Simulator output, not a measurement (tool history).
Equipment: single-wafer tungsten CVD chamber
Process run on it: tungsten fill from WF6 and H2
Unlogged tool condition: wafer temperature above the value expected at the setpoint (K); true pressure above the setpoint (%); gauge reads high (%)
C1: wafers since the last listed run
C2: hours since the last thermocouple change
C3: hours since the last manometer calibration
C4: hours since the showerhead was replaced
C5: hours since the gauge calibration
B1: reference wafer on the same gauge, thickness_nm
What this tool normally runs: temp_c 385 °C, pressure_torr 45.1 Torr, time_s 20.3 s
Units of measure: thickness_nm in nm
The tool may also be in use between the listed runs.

{"run": 1, "hour": 0.0, "temp_c": 385, "pressure_torr": 50, "time_s": 20.3, "C1": 0, "C2": 1011.1, "C3": 2081.3, "C4": 3365.1, "C5": 586.7, "B1": 40.919, "thickness_nm": 50.607}
{"run": 2, "hour": 16.2, "temp_c": 376, "pressure_torr": 45.1, "time_s": 20.3, "C1": 497, "C2": 1027.3, "C3": 2097.5, "C4": 3381.3, "C5": 602.9, "B1": 40.891, "thickness_nm": 41.183}
{"run": 3, "hour": 47.8, "temp_c": 376, "pressure_torr": 45.1, "time_s": 20.3, "C1": 970, "C2": 1058.9, "C3": 2129.1, "C4": 3412.9, "C5": 634.5, "B1": 40.853, "thickness_nm": 41.267}
{"run": 4, "hour": 63.0, "temp_c": 385, "pressure_torr": 45.1, "time_s": 17.3, "C1": 467, "C2": 1074.1, "C3": 2144.3, "C4": 3428.1, "C5": 649.7, "B1": 40.813, "thickness_nm": 41.305}
{"run": 5, "hour": 86.3, "temp_c": 385, "pressure_torr": 45.1, "time_s": 17.3, "C1": 715, "C2": 1097.4, "C3": 2167.6, "C4": 3451.4, "C5": 673, "B1": 40.799, "thickness_nm": 41.137}
{"run": 6, "hour": 101.3, "temp_c": 385, "pressure_torr": 45.1, "time_s": 20.3, "C1": 460, "C2": 1112.4, "C3": 2182.6, "C4": 3466.4, "C5": 688, "B1": 40.786, "thickness_nm": 48.487}
{"run": 7, "hour": 123.6, "temp_c": 385, "pressure_torr": 45.1, "time_s": 20.3, "C1": 685, "C2": 1134.7, "C3": 2204.9, "C4": 3488.7, "C5": 710.3, "B1": 40.777, "thickness_nm": 48.154}
{"run": 8, "hour": 159.4, "temp_c": 385, "pressure_torr": 45.1, "time_s": 21.2, "C1": 1099, "C2": 1170.5, "C3": 2240.7, "C4": 3524.5, "C5": 746.1, "B1": 40.676, "thickness_nm": 50.093}
{"run": 9, "hour": 175.5, "temp_c": 385, "pressure_torr": 45.1, "time_s": 20.3, "C1": 494, "C2": 1186.6, "C3": 2256.8, "C4": 3540.6, "C5": 762.2, "B1": 40.671, "thickness_nm": 48.13}
{"run": 10, "hour": 204.1, "temp_c": 385, "pressure_torr": 45.1, "time_s": 20.3, "C1": 878, "C2": 1215.2, "C3": 2285.4, "C4": 3569.2, "C5": 790.8, "B1": 40.57, "thickness_nm": 47.906}
{"run": 11, "hour": 217.8, "temp_c": 385, "pressure_torr": 45.1, "time_s": 20.3, "C1": 420, "C2": 1228.9, "C3": 2299.1, "C4": 3582.9, "C5": 804.5, "B1": 40.599, "thickness_nm": 48.098}
{"run": 12, "hour": 237.4, "temp_c": 385, "pressure_torr": 45.1, "time_s": 20.3, "C1": 602, "C2": 1248.5, "C3": 2318.7, "C4": 3602.5, "C5": 824.1, "B1": 40.538, "thickness_nm": 47.864}
{"run": 13, "hour": 272.5, "temp_c": 385, "pressure_torr": 41.1, "time_s": 20.3, "C1": 1078, "C2": 1283.6, "C3": 2353.8, "C4": 3637.6, "C5": 859.2, "B1": 40.447, "thickness_nm": 45.726}
{"hour": 295.4, "done": "capacitance manometer re-zeroed and calibrated"}
{"run": 14, "hour": 295.9, "temp_c": 385, "pressure_torr": 45.1, "time_s": 20.3, "C1": 473, "C2": 1307, "C3": 0.5, "C4": 3661, "C5": 882.6, "B1": 40.373, "thickness_nm": 47.557}
{"run": 15, "hour": 306.0, "temp_c": 375, "pressure_torr": 49.6, "time_s": 17.3, "C1": 310, "C2": 1317.1, "C3": 10.6, "C4": 3671.1, "C5": 892.7, "B1": 40.372, "thickness_nm": 35.594}
{"hour": 315.0, "done": "thermocouple changed; heater temperature recalibrated"}
{"run": 16, "hour": 330.1, "temp_c": 394, "pressure_torr": 45.1, "time_s": 21.7, "C1": 494, "C2": 15.1, "C3": 34.7, "C4": 3695.2, "C5": 916.8, "B1": 40.321, "thickness_nm": 59.457}
{"run": 17, "hour": 382.0, "temp_c": 385, "pressure_torr": 45.1, "time_s": 20.3, "C1": 1594, "C2": 67, "C3": 86.6, "C4": 3747.1, "C5": 968.7, "B1": 40.193, "thickness_nm": 47.353}
{"run": 18, "hour": 415.7, "temp_c": 385, "pressure_torr": 48, "time_s": 17.6, "C1": 1035, "C2": 100.7, "C3": 120.3, "C4": 3780.8, "C5": 1002.4, "B1": 40.135, "thickness_nm": 42.212}
{"run": 19, "hour": 451.0, "temp_c": 385, "pressure_torr": 45.1, "time_s": 20.3, "C1": 1084, "C2": 136, "C3": 155.6, "C4": 3816.1, "C5": 1037.7, "B1": 40.034, "thickness_nm": 47.336}
{"hour": 478.8, "done": "showerhead replaced"}
{"run": 20, "hour": 479.3, "temp_c": 400, "pressure_torr": 35.5, "time_s": 17.6, "C1": 623, "C2": 164.3, "C3": 183.9, "C4": 0.5, "C5": 1066, "B1": 39.958, "thickness_nm": 46.642}
{"run": 21, "hour": 498.1, "temp_c": 374, "pressure_torr": 34.7, "time_s": 20.3, "C1": 577, "C2": 183.1, "C3": 202.7, "C4": 19.3, "C5": 1084.8, "B1": 39.91, "thickness_nm": 34.113}
{"hour": 525.6, "done": "gauge calibrated"}
{"run": 22, "hour": 525.7, "temp_c": 395, "pressure_torr": 45.1, "time_s": 20.3, "C1": 847, "C2": 210.7, "C3": 230.3, "C4": 46.9, "C5": 0.1, "B1": 41.218, "thickness_nm": 57.573}
{"run": 23, "hour": 556.6, "temp_c": 385, "pressure_torr": 53.2, "time_s": 20.3, "C1": 949, "C2": 241.6, "C3": 261.2, "C4": 77.8, "C5": 31, "B1": 41.242, "thickness_nm": 52.604}
{"run": 24, "hour": 572.3, "temp_c": 396, "pressure_torr": 45.1, "time_s": 20.3, "C1": 482, "C2": 257.3, "C3": 276.9, "C4": 93.5, "C5": 46.7, "B1": 41.236, "thickness_nm": 58.695}
{"run": 25, "hour": 585.8, "temp_c": 394, "pressure_torr": 51.2, "time_s": 22.6, "C1": 414, "C2": 270.8, "C3": 290.4, "C4": 107, "C5": 60.2, "B1": 41.218, "thickness_nm": 67.443}
{"run": 26, "hour": 620.7, "temp_c": 385, "pressure_torr": 52.8, "time_s": 16.8, "C1": 1072, "C2": 305.7, "C3": 325.3, "C4": 141.9, "C5": 95.1, "B1": 41.191, "thickness_nm": 43.401}
{"run": 27, "hour": 653.3, "temp_c": 399, "pressure_torr": 55.7, "time_s": 23.3, "C1": 1001, "C2": 338.3, "C3": 357.9, "C4": 174.5, "C5": 127.7, "B1": 41.199, "thickness_nm": 78.378}
{"run": 28, "hour": 684.0, "temp_c": 400, "pressure_torr": 45.1, "time_s": 21.8, "C1": 943, "C2": 369, "C3": 388.6, "C4": 205.2, "C5": 158.4, "B1": 41.204, "thickness_nm": 67.144}
{"run": 29, "hour": 701.0, "temp_c": 380, "pressure_torr": 45.1, "time_s": 17.9, "C1": 522, "C2": 386, "C3": 405.6, "C4": 222.2, "C5": 175.4, "B1": 41.203, "thickness_nm": 39.119}
{"run": 30, "hour": 720.9, "temp_c": 385, "pressure_torr": 45.1, "time_s": 20.3, "C1": 611, "C2": 405.9, "C3": 425.5, "C4": 242.1, "C5": 195.3, "B1": 41.138, "thickness_nm": 48.688}
{"run": 31, "hour": 747.8, "temp_c": 381, "pressure_torr": 45.1, "time_s": 20.3, "C1": 826, "C2": 432.8, "C3": 452.4, "C4": 269, "C5": 222.2, "B1": 41.193, "thickness_nm": 45.571}
{"run": 32, "hour": 772.4, "temp_c": 385, "pressure_torr": 45.1, "time_s": 20.3, "C1": 755, "C2": 457.4, "C3": 477, "C4": 293.6, "C5": 246.8, "B1": 41.113, "thickness_nm": 48.65}
{"run": 33, "hour": 797.8, "temp_c": 396, "pressure_torr": 38.7, "time_s": 17.4, "C1": 780, "C2": 482.8, "C3": 502.4, "C4": 319, "C5": 272.2, "B1": 41.126, "thickness_nm": 46.747}

For some of the steps in thickness_nm from one run to the next: how much would appear even if the tool had no hidden state, given the settings, what came in and random variation, and how much remains for the hidden state plus any gauge scatter that the measured result and the result without hidden state don't share?
Run 15 -> 16: temp_c 375 -> 394, pressure_torr 49.6 -> 45.1, time_s 17.3 -> 21.7, thermocouple changed; heater temperature recalibrated. thickness_nm +23.863 nm: hidden state -0.622, all else +24.485.
Run 20 -> 21: temp_c 400 -> 374, pressure_torr 35.5 -> 34.7, time_s 17.6 -> 20.3. thickness_nm -12.529 nm: hidden state +0.374, all else -12.903.
Run 21 -> 22: temp_c 374 -> 395, pressure_torr 34.7 -> 45.1, gauge calibrated. thickness_nm +23.46 nm: hidden state +1.065, all else +22.395.
Run 25 -> 26: temp_c 394 -> 385, pressure_torr 51.2 -> 52.8, time_s 22.6 -> 16.8. thickness_nm -24.042 nm: hidden state +0.044, all else -24.086.
Run 26 -> 27: temp_c 385 -> 399, pressure_torr 52.8 -> 55.7, time_s 16.8 -> 23.3. thickness_nm +34.977 nm: hidden state -0.097, all else +35.074.
Run 28 -> 29: temp_c 400 -> 380, time_s 21.8 -> 17.9. thickness_nm -28.025 nm: hidden state +0.071, all else -28.096.
